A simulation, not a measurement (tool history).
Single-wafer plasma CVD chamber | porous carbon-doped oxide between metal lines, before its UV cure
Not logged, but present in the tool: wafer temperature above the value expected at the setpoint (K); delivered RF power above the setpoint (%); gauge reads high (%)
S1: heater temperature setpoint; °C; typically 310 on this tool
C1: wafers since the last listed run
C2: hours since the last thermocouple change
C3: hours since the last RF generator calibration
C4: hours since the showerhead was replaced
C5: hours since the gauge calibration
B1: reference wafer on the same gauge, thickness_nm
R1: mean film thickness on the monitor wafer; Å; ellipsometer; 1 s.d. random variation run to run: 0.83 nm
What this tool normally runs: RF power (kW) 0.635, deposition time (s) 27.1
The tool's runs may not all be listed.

Run 1, hour 0.0: usual settings; C1 0; C2 1833.2; C3 1517.3; C4 2297.9; C5 141.8; B1 154.829. Result: R1 1346.22 Å.
Run 2, hour 37.6: usual settings; C1 973; C2 1870.8; C3 1554.9; C4 2335.5; C5 179.4; B1 154.792. Result: R1 1355.21 Å.
Run 3, hour 95.9: usual settings; C1 1509; C2 1929.1; C3 1613.2; C4 2393.8; C5 237.7; B1 154.943. Result: R1 1337.25 Å.
Run 4, hour 139.2: usual settings; C1 1120; C2 1972.4; C3 1656.5; C4 2437.1; C5 281.0; B1 154.961. Result: R1 1331.58 Å.
Run 5, hour 205.2: usual settings; C1 1708; C2 2038.4; C3 1722.5; C4 2503.1; C5 347.0; B1 154.906. Result: R1 1334.77 Å.
Run 6, hour 249.1: usual settings but deposition time (s) 29.6; C1 1136; C2 2082.3; C3 1766.4; C4 2547.0; C5 390.9; B1 154.674. Result: R1 1443.63 Å.
Run 7, hour 284.9: usual settings but deposition time (s) 29.6; C1 926; C2 2118.1; C3 1802.2; C4 2582.8; C5 426.7; B1 155.414. Result: R1 1436.16 Å.
At hour 357.3: RF generator calibrated.
Run 8, hour 441.0: usual settings but deposition time (s) 29.6; C1 3834; C2 2274.2; C3 83.7; C4 2738.9; C5 582.8; B1 155.182. Result: R1 1550.79 Å.
Run 9, hour 482.6: usual settings; C1 1076; C2 2315.8; C3 125.3; C4 2780.5; C5 624.4; B1 155.166. Result: R1 1440.37 Å.
Run 10, hour 509.7: usual settings; C1 701; C2 2342.9; C3 152.4; C4 2807.6; C5 651.5; B1 154.874. Result: R1 1424.16 Å.
Run 11, hour 546.2: usual settings; C1 944; C2 2379.4; C3 188.9; C4 2844.1; C5 688.0; B1 154.633. Result: R1 1425.38 Å.
Run 12, hour 593.3: usual settings but RF power (kW) 0.545; C1 1219; C2 2426.5; C3 236.0; C4 2891.2; C5 735.1; B1 155.187. Result: R1 1229.76 Å.
Run 13, hour 644.4: usual settings but deposition time (s) 30.1; C1 1322; C2 2477.6; C3 287.1; C4 2942.3; C5 786.2; B1 154.929. Result: R1 1600.54 Å.
Run 14, hour 714.6: usual settings; C1 1817; C2 2547.8; C3 357.3; C4 3012.5; C5 856.4; B1 154.810. Result: R1 1438.31 Å.
Run 15, hour 782.8: usual settings; C1 1765; C2 2616.0; C3 425.5; C4 3080.7; C5 924.6; B1 154.957. Result: R1 1435.80 Å.
At hour 786.4: gauge calibrated.
At hour 814.2: thermocouple changed; heater temperature recalibrated.
Run 16, hour 837.0: usual settings; C1 1196; C2 22.8; C3 479.7; C4 3134.9; C5 50.6; B1 155.099. Result: R1 1431.34 Å.
At hour 848.3: showerhead replaced, of another model than before.
Run 17, hour 896.6: usual settings but S1 315 °C, RF power (kW) 0.535, deposition time (s) 32.5; C1 1335; C2 82.4; C3 539.3; C4 48.3; C5 110.2; B1 154.707. Result: R1 1512.13 Å.
Run 18, hour 926.4: usual settings but RF power (kW) 0.515, deposition time (s) 23.4; C1 771; C2 112.2; C3 569.1; C4 78.1; C5 140.0; B1 154.741. Result: R1 1100.95 Å.
Run 19, hour 984.0: usual settings but deposition time (s) 30.5; C1 1491; C2 169.8; C3 626.7; C4 135.7; C5 197.6; B1 155.122. Result: R1 1608.51 Å.
Run 20, hour 1028.9: usual settings; C1 1162; C2 214.7; C3 671.6; C4 180.6; C5 242.5; B1 154.727. Result: R1 1438.95 Å.
Run 21, hour 1058.1: usual settings but S1 323 °C, RF power (kW) 0.560, deposition time (s) 30.0; C1 755; C2 243.9; C3 700.8; C4 209.8; C5 271.7; B1 155.174. Result: R1 1376.41 Å.
Run 22, hour 1097.9: usual settings but S1 323 °C, RF power (kW) 0.530; C1 1030; C2 283.7; C3 740.6; C4 249.6; C5 311.5; B1 155.176. Result: R1 1192.74 Å.
Run 23, hour 1159.8: usual settings but RF power (kW) 0.520, deposition time (s) 29.9; C1 1602; C2 345.6; C3 802.5; C4 311.5; C5 373.4; B1 154.998. Result: R1 1405.55 Å.
Run 24, hour 1190.6: usual settings but S1 298 °C, RF power (kW) 0.675, deposition time (s) 29.3; C1 797; C2 376.4; C3 833.3; C4 342.3; C5 404.2; B1 155.323. Result: R1 1733.34 Å.

Selected run-to-run steps in R1, each split into two signed amounts: the part the tool would show with no hidden state at all (from settings, incoming material and random variation), and the remainder, which goes to the hidden state together with any gauge scatter not common to the measured and the hidden-state-free results:
Run 5 -> 6: deposition time (s) 27.1 -> 29.6. R1 +108.86 Å: hidden state -15.44, all else +124.30.
Run 7 -> 8: RF generator calibrated. R1 +114.63 Å: hidden state +125.90, all else -11.27.
Run 17 -> 18: S1 315 -> 310, RF power (kW) 0.535 -> 0.515, deposition time (s) 32.5 -> 23.4. R1 -411.18 Å: hidden state +2.74, all else -413.92.
Run 18 -> 19: RF power (kW) 0.515 -> 0.635, deposition time (s) 23.4 -> 30.5. R1 +507.56 Å: hidden state -5.52, all else +513.08.
